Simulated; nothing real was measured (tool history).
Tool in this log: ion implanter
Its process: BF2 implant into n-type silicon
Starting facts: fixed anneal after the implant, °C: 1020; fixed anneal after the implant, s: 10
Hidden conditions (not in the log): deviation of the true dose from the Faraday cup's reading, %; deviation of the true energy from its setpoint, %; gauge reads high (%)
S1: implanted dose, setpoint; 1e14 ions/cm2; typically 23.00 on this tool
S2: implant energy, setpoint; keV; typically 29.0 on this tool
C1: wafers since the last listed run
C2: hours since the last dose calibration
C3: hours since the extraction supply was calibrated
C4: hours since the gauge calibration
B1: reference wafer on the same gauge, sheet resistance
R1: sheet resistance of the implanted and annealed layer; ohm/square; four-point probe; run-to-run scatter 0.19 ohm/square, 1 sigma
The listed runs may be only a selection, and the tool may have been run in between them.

run   hour     S1    S2   C1      C2      C3     C4      B1      R1
  1    0.0  23.00  29.0    0  1148.4  4943.2  108.5  103.77  128.57
  2   21.2  23.00  29.0  306  1169.6  4964.4  129.7  103.90  128.42
  3   50.5  23.00  29.0  423  1198.9  4993.7  159.0  103.99  129.10
  4   71.5  23.00  29.0  303  1219.9  5014.7  180.0  104.06  128.97
  5   84.7  23.00  29.0  190  1233.1  5027.9  193.2  104.10  128.78
  6  114.1  23.00  25.0  425  1262.5  5057.3  222.6  104.22  139.26
  7  137.6  23.00  25.0  339  1286.0  5080.8  246.1  104.30  139.43
  8  165.8  23.00  25.0  407  1314.2  5109.0  274.3  104.24  139.22
  9  186.7  20.12  29.0  302  1335.1  5129.9  295.2  104.28  129.96
     216.3  -- extraction supply calibrated
 10  216.8  18.01  29.0  319  1365.2     0.5  325.3  104.38  131.50
 11  235.5  23.00  29.0  270  1383.9    19.2  344.0  104.28  129.29
 12  250.3  23.00  23.5  214  1398.7    34.0  358.8  104.30  144.08
 13  275.4  23.00  20.5  362  1423.8    59.1  383.9  104.30  153.86
     300.7  -- gauge calibrated
 14  301.2  19.11  23.5  373  1449.6    84.9    0.5  103.19  144.44
     332.0  -- Faraday cup replaced and dose calibrated
 15  332.5  17.95  29.0  336     0.5   116.2   31.8  103.50  130.94
 16  348.8  23.00  29.0  235    16.8   132.5   48.1  103.61  128.36
 17  378.5  20.68  29.0  429    46.5   162.2   77.8  103.84  129.55
 18  397.4  29.53  32.0  273    65.4   181.1   96.7  103.94  120.72
 19  426.8  23.00  22.0  425    94.8   210.5  126.1  104.04  148.28
 20  443.2  23.00  34.0  237   111.2   226.9  142.5  104.15  118.42

For run 21, what comes out?
 21  462.8  23.00  26.5  283  130.8  246.5  162.1   ?   ?

Run 21 yielded B1 104.23, R1 134.78 ohm/square.
If the tool had no hidden condition, the same run with the same run-to-run variation would have returned R1 133.28 ohm/square.
